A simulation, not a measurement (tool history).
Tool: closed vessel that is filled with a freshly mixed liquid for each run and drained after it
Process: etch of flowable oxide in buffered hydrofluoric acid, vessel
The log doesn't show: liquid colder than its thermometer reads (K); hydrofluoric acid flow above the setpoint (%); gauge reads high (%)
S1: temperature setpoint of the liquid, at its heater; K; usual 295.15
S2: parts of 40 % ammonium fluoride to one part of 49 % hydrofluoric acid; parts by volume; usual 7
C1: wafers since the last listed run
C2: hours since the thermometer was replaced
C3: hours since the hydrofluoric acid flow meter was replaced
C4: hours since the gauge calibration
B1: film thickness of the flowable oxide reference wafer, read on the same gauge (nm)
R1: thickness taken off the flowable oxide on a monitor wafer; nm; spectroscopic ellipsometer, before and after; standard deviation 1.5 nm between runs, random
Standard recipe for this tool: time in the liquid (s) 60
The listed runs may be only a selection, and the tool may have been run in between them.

run 1 hour=0 | S1=295.15 S2=7 time_in_the_liquid_(s)=60 | C1=0 C2=556.1 C3=427.1 C4=1257.3 | B1=150.02 | R1=236.31
run 2 hour=24.4 | S1=295.15 S2=7 time_in_the_liquid_(s)=60 | C1=2916 C2=580.5 C3=451.5 C4=1281.7 | B1=150.02 | R1=239.12
run 3 hour=42.8 | S1=295.15 S2=8.5 time_in_the_liquid_(s)=60 | C1=2199 C2=598.9 C3=469.9 C4=1300.1 | B1=150.07 | R1=192.48
run 4 hour=72.2 | S1=295.15 S2=8.5 time_in_the_liquid_(s)=60 | C1=3514 C2=628.3 C3=499.3 C4=1329.5 | B1=149.98 | R1=192.27
run 5 hour=90.3 | S1=295.15 S2=8.5 time_in_the_liquid_(s)=60 | C1=2163 C2=646.4 C3=517.4 C4=1347.6 | B1=149.98 | R1=194.79
-- hour=103.1 gauge calibrated
run 6 hour=120.8 | S1=295.15 S2=7 time_in_the_liquid_(s)=60 | C1=3646 C2=676.9 C3=547.9 C4=17.7 | B1=149.97 | R1=235.73
run 7 hour=153.4 | S1=295.15 S2=7 time_in_the_liquid_(s)=60 | C1=3897 C2=709.5 C3=580.5 C4=50.3 | B1=149.99 | R1=238.07
run 8 hour=170.5 | S1=295.15 S2=8 time_in_the_liquid_(s)=60 | C1=2044 C2=726.6 C3=597.6 C4=67.4 | B1=150.02 | R1=208.99
run 9 hour=199.8 | S1=295.15 S2=7 time_in_the_liquid_(s)=60 | C1=3502 C2=755.9 C3=626.9 C4=96.7 | B1=150.04 | R1=240.08
run 10 hour=213.7 | S1=295.15 S2=7 time_in_the_liquid_(s)=60 | C1=1661 C2=769.8 C3=640.8 C4=110.6 | B1=149.98 | R1=238.63
run 11 hour=249.1 | S1=295.15 S2=7 time_in_the_liquid_(s)=60 | C1=4231 C2=805.2 C3=676.2 C4=146 | B1=150.04 | R1=240.31
run 12 hour=282.3 | S1=295.15 S2=7 time_in_the_liquid_(s)=60 | C1=3968 C2=838.4 C3=709.4 C4=179.2 | B1=149.98 | R1=240.95
run 13 hour=306.6 | S1=295.15 S2=10 time_in_the_liquid_(s)=30 | C1=2904 C2=862.7 C3=733.7 C4=203.5 | B1=150 | R1=85.35
run 14 hour=323.4 | S1=295.15 S2=7 time_in_the_liquid_(s)=60 | C1=2008 C2=879.5 C3=750.5 C4=220.3 | B1=149.97 | R1=238.27
-- hour=351.7 thermometer replaced
run 15 hour=356.4 | S1=295.15 S2=9.5 time_in_the_liquid_(s)=35 | C1=3825 C2=4.7 C3=783.5 C4=253.3 | B1=150.02 | R1=102.49
run 16 hour=388.2 | S1=295.15 S2=7 time_in_the_liquid_(s)=60 | C1=3801 C2=36.5 C3=815.3 C4=285.1 | B1=149.97 | R1=239.55
run 17 hour=412 | S1=295.15 S2=7 time_in_the_liquid_(s)=60 | C1=2845 C2=60.3 C3=839.1 C4=308.9 | B1=149.99 | R1=240.99
run 18 hour=438 | S1=295.15 S2=10 time_in_the_liquid_(s)=60 | C1=3108 C2=86.3 C3=865.1 C4=334.9 | B1=150.01 | R1=170.87
run 19 hour=464.2 | S1=295.15 S2=7 time_in_the_liquid_(s)=60 | C1=3132 C2=112.5 C3=891.3 C4=361.1 | B1=149.99 | R1=240.46
run 20 hour=494.8 | S1=295.15 S2=7 time_in_the_liquid_(s)=60 | C1=3658 C2=143.1 C3=921.9 C4=391.7 | B1=150.05 | R1=242.76
run 21 hour=528.3 | S1=295.15 S2=8 time_in_the_liquid_(s)=85 | C1=4004 C2=176.6 C3=955.4 C4=425.2 | B1=150.06 | R1=293.94
run 22 hour=557.6 | S1=293.15 S2=7 time_in_the_liquid_(s)=40 | C1=3502 C2=205.9 C3=984.7 C4=454.5 | B1=150.01 | R1=143.67
-- hour=569.3 hydrofluoric acid flow meter replaced
run 23 hour=590.2 | S1=292.65 S2=8 time_in_the_liquid_(s)=80 | C1=3777 C2=238.5 C3=20.9 C4=487.1 | B1=149.96 | R1=238.9
run 24 hour=610 | S1=295.15 S2=7 time_in_the_liquid_(s)=60 | C1=2366 C2=258.3 C3=40.7 C4=506.9 | B1=150.04 | R1=239.47
run 25 hour=630.2 | S1=290.65 S2=7 time_in_the_liquid_(s)=75 | C1=2414 C2=278.5 C3=60.9 C4=527.1 | B1=150.03 | R1=234.93
run 26 hour=662.7 | S1=295.15 S2=9.5 time_in_the_liquid_(s)=85 | C1=3885 C2=311 C3=93.4 C4=559.6 | B1=149.99 | R1=249.33
run 27 hour=684.3 | S1=292.15 S2=7 time_in_the_liquid_(s)=70 | C1=2582 C2=332.6 C3=115 C4=581.2 | B1=150.04 | R1=236.81
run 28 hour=708.2 | S1=299.15 S2=8.5 time_in_the_liquid_(s)=35 | C1=2857 C2=356.5 C3=138.9 C4=605.1 | B1=150.03 | R1=141.17
run 29 hour=738.2 | S1=295.15 S2=7 time_in_the_liquid_(s)=60 | C1=3586 C2=386.5 C3=168.9 C4=635.1 | B1=149.96 | R1=236.78
run 30 hour=768.1 | S1=295.15 S2=7 time_in_the_liquid_(s)=35 | C1=3574 C2=416.4 C3=198.8 C4=665 | B1=150.05 | R1=140.81
run 31 hour=781.2 | S1=292.15 S2=5 time_in_the_liquid_(s)=45 | C1=1566 C2=429.5 C3=211.9 C4=678.1 | B1=149.96 | R1=201.73
run 32 hour=876.4 | S1=292.15 S2=5 time_in_the_liquid_(s)=45 | C1=11380 C2=524.7 C3=307.1 C4=773.3 | B1=150.04 | R1=201.64
run 33 hour=888.6 | S1=293.65 S2=7 time_in_the_liquid_(s)=35 | C1=1458 C2=536.9 C3=319.3 C4=785.5 | B1=149.98 | R1=127.56

The tool's hidden state at each run:
liquid colder than its thermometer reads (K): 0 on each run
hydrofluoric acid flow above the setpoint (%): 0 on each run
gauge reads high (%): 0 on each run
